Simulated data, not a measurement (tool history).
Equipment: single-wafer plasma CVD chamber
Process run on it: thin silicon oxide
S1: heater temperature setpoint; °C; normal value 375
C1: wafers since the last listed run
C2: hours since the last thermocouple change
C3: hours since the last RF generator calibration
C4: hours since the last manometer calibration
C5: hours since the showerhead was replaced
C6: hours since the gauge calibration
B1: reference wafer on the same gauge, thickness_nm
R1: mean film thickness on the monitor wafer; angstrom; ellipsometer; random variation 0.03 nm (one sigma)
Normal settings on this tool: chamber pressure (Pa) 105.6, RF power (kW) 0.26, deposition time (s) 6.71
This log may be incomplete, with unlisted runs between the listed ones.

Run 1, hour 0: usual settings; C1 0; C2 2013.7; C3 641; C4 1140.7; C5 6590.7; C6 391; B1 10.5. Result: R1 111.07 angstrom.
At hour 30.8: gauge calibrated.
Run 2, hour 47.9: usual settings; C1 979; C2 2061.6; C3 688.9; C4 1188.6; C5 6638.6; C6 17.1; B1 10.501. Result: R1 111.33 angstrom.
Run 3, hour 79.2: usual settings; C1 639; C2 2092.9; C3 720.2; C4 1219.9; C5 6669.9; C6 48.4; B1 10.505. Result: R1 111.3 angstrom.
Run 4, hour 103.2: usual settings but deposition time (s) 7.3; C1 490; C2 2116.9; C3 744.2; C4 1243.9; C5 6693.9; C6 72.4; B1 10.5. Result: R1 120.68 angstrom.
Run 5, hour 155.6: usual settings but deposition time (s) 7.3; C1 1071; C2 2169.3; C3 796.6; C4 1296.3; C5 6746.3; C6 124.8; B1 10.499. Result: R1 120.65 angstrom.
Run 6, hour 200.2: usual settings but deposition time (s) 7.3; C1 911; C2 2213.9; C3 841.2; C4 1340.9; C5 6790.9; C6 169.4; B1 10.502. Result: R1 120.28 angstrom.
At hour 244.1: thermocouple changed; heater temperature recalibrated.
At hour 263.2: RF generator calibrated.
Run 7, hour 263.7: usual settings; C1 971; C2 19.6; C3 0.5; C4 1404.4; C5 6854.4; C6 232.9; B1 10.505. Result: R1 113.73 angstrom.
Run 8, hour 326: usual settings; C1 1273; C2 81.9; C3 62.8; C4 1466.7; C5 6916.7; C6 295.2; B1 10.495. Result: R1 113.76 angstrom.

Expected results for the next run?
Run 9, hour 353.8: usual settings; C1 568; C2 109.7; C3 90.6; C4 1494.5; C5 6944.5; C6 323; B1 ?. Result: R1 ?.

{"run 9": {"B1": 10.497, "R1": 112.83}}
With no hidden state in the tool, this same run would have given R1 113.29 angstrom.
